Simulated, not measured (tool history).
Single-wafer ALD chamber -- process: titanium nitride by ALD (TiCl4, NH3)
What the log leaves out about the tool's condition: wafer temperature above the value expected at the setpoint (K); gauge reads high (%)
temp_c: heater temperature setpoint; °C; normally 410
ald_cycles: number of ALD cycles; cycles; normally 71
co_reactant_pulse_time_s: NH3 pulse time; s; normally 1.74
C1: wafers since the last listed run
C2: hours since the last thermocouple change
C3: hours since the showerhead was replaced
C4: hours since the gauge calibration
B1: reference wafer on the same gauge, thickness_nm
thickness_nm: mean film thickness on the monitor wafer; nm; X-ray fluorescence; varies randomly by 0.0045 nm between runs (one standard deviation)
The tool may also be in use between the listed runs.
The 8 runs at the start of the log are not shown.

Run 9, hour 179.5: usual settings but co_reactant_pulse_time_s 2.18 s; C1 80; C2 1594.4; C3 6520.9; C4 610.9; B1 1.530. Result: thickness_nm 1.799 nm.
Run 10, hour 200.1: usual settings but co_reactant_pulse_time_s 2.18 s; C1 77; C2 1615.0; C3 6541.5; C4 631.5; B1 1.530. Result: thickness_nm 1.795 nm.
Run 11, hour 216.6: usual settings; C1 62; C2 1631.5; C3 6558.0; C4 648.0; B1 1.530. Result: thickness_nm 1.787 nm.
Run 12, hour 266.5: usual settings; C1 188; C2 1681.4; C3 6607.9; C4 697.9; B1 1.529. Result: thickness_nm 1.776 nm.
At hour 293.1: showerhead replaced.
Run 13, hour 301.4: usual settings; C1 101; C2 1716.3; C3 8.3; C4 732.8; B1 1.530. Result: thickness_nm 1.787 nm.
Run 14, hour 321.7: usual settings; C1 76; C2 1736.6; C3 28.6; C4 753.1; B1 1.530. Result: thickness_nm 1.784 nm.
At hour 333.8: gauge calibrated.
Run 15, hour 355.6: usual settings; C1 128; C2 1770.5; C3 62.5; C4 21.8; B1 1.530. Result: thickness_nm 1.783 nm.
Run 16, hour 376.8: usual settings but temp_c 417 °C, co_reactant_pulse_time_s 2.19 s; C1 80; C2 1791.7; C3 83.7; C4 43.0; B1 1.530. Result: thickness_nm 1.797 nm.
Run 17, hour 411.8: usual settings but temp_c 420 °C; C1 132; C2 1826.7; C3 118.7; C4 78.0; B1 1.530. Result: thickness_nm 1.790 nm.
Run 18, hour 428.2: usual settings; C1 62; C2 1843.1; C3 135.1; C4 94.4; B1 1.530. Result: thickness_nm 1.780 nm.
Run 19, hour 458.1: usual settings but temp_c 396 °C, ald_cycles 61 cycles; C1 113; C2 1873.0; C3 165.0; C4 124.3; B1 1.529. Result: thickness_nm 1.525 nm.
Run 20, hour 476.9: usual settings but temp_c 417 °C; C1 71; C2 1891.8; C3 183.8; C4 143.1; B1 1.530. Result: thickness_nm 1.778 nm.
Run 21, hour 492.3: usual settings but temp_c 417 °C, co_reactant_pulse_time_s 2.19 s; C1 58; C2 1907.2; C3 199.2; C4 158.5; B1 1.529. Result: thickness_nm 1.807 nm.
Run 22, hour 522.2: usual settings but co_reactant_pulse_time_s 1.20 s; C1 113; C2 1937.1; C3 229.1; C4 188.4; B1 1.531. Result: thickness_nm 1.744 nm.
Run 23, hour 556.7: usual settings but co_reactant_pulse_time_s 1.18 s; C1 130; C2 1971.6; C3 263.6; C4 222.9; B1 1.530. Result: thickness_nm 1.743 nm.
Run 24, hour 575.0: usual settings but temp_c 406 °C, ald_cycles 75 cycles, co_reactant_pulse_time_s 2.42 s; C1 69; C2 1989.9; C3 281.9; C4 241.2; B1 1.530. Result: thickness_nm 1.906 nm.
At hour 600.7: thermocouple changed; heater temperature recalibrated.
Run 25, hour 603.8: usual settings but temp_c 403 °C, ald_cycles 79 cycles; C1 78; C2 3.1; C3 310.7; C4 270.0; B1 1.530. Result: thickness_nm 1.970 nm.
Run 26, hour 631.6: usual settings but co_reactant_pulse_time_s 2.21 s; C1 105; C2 30.9; C3 338.5; C4 297.8; B1 1.529. Result: thickness_nm 1.805 nm.
Run 27, hour 645.0: usual settings but temp_c 422 °C, ald_cycles 59 cycles, co_reactant_pulse_time_s 1.16 s; C1 50; C2 44.3; C3 351.9; C4 311.2; B1 1.530. Result: thickness_nm 1.460 nm.
Run 28, hour 669.6: usual settings; C1 93; C2 68.9; C3 376.5; C4 335.8; B1 1.530. Result: thickness_nm 1.784 nm.
Run 29, hour 694.8: usual settings but temp_c 404 °C, ald_cycles 79 cycles, co_reactant_pulse_time_s 1.26 s; C1 95; C2 94.1; C3 401.7; C4 361.0; B1 1.530. Result: thickness_nm 1.939 nm.

What will run 30 give?
Run 30, hour 722.8: usual settings but co_reactant_pulse_time_s 2.18 s; C1 105; C2 122.1; C3 429.7; C4 389.0; B1 ?. Result: thickness_nm ?.

{"run 30": {"B1": 1.529, "thickness_nm": 1.794}}
The same run, on a tool lacking any hidden state, would have yielded thickness_nm 1.794 nm.
